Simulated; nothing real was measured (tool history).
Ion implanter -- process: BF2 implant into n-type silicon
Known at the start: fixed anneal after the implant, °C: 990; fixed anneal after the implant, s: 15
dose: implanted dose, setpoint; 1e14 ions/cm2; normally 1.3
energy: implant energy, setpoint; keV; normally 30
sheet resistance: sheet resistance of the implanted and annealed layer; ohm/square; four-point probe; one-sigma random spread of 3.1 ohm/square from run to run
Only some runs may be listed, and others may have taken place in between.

run	day	dose	energy	read-back reference wafer on the same gauge, sheet resistance	sheet resistance
1	0	1.3	30	622.15	710.1
2	3.25	1.3	30	622.08	710.09
3	5.225	1.06	30	621.91	834.62
4	7.438	1	30	622.2	877.63
5	11.458	1.3	35.5	621.96	696.95
6	16.725	1.3	35.5	622.22	690.06
7	26.454	1.3	35.5	622.3	692.27
8	28.838	1.13	30	622.09	801.9
# day 31.425: extraction supply calibrated
9	32.788	1.3	30	621.67	711.66
10	35.246	1.3	30	621.75	710.2
# day 37.267: Faraday cup replaced and dose calibrated
11	39.512	1.3	30	622.27	714.14
12	42.138	1.3	30	621.62	709.32
13	44.925	1.3	30	620.88	715.55
14	48.917	1.42	30	621.88	665.34
15	51.738	1.45	30	621.25	650.67
16	54.133	1.3	35.5	621.9	695.2
# day 54.467: gauge calibrated
17	63.462	1.17	23.5	622.4	804.23
18	66.433	1.66	30	622.27	585.19
19	68.979	1.3	30	622.05	717.02
20	71.071	0.96	30	622.4	912.81
21	74.404	1.61	35.5	622.43	590.71
22	76.062	0.99	30	622.73	885.37
23	78.192	1.1	30	622.04	819.27
24	80.958	1.55	39	622.13	601.26
25	82.583	1.3	30	622.12	711.84
26	86.638	1.11	33	622.37	786.68
27	88.283	1.3	35.5	621.8	691.22
28	90.267	1.61	24	621.17	617.52

Branching from run 28: 4 alternative next runs. What would each branch give?
A	90.283	1.3	30	?	?
B	90.283	0.98	30	?	?
C	90.283	1.4	20	?	?
D	90.283	1.07	22	?	?

run	read-back reference wafer on the same gauge, sheet resistance	sheet resistance
A	622.07	708.81
B	622.07	888.93
C	622.07	707.91
D	622.07	877.6
With the hidden condition removed and each run's random variation left untouched, the same runs would have given:
run	sheet resistance
A	708.81
B	888.93
C	707.91
D	877.6

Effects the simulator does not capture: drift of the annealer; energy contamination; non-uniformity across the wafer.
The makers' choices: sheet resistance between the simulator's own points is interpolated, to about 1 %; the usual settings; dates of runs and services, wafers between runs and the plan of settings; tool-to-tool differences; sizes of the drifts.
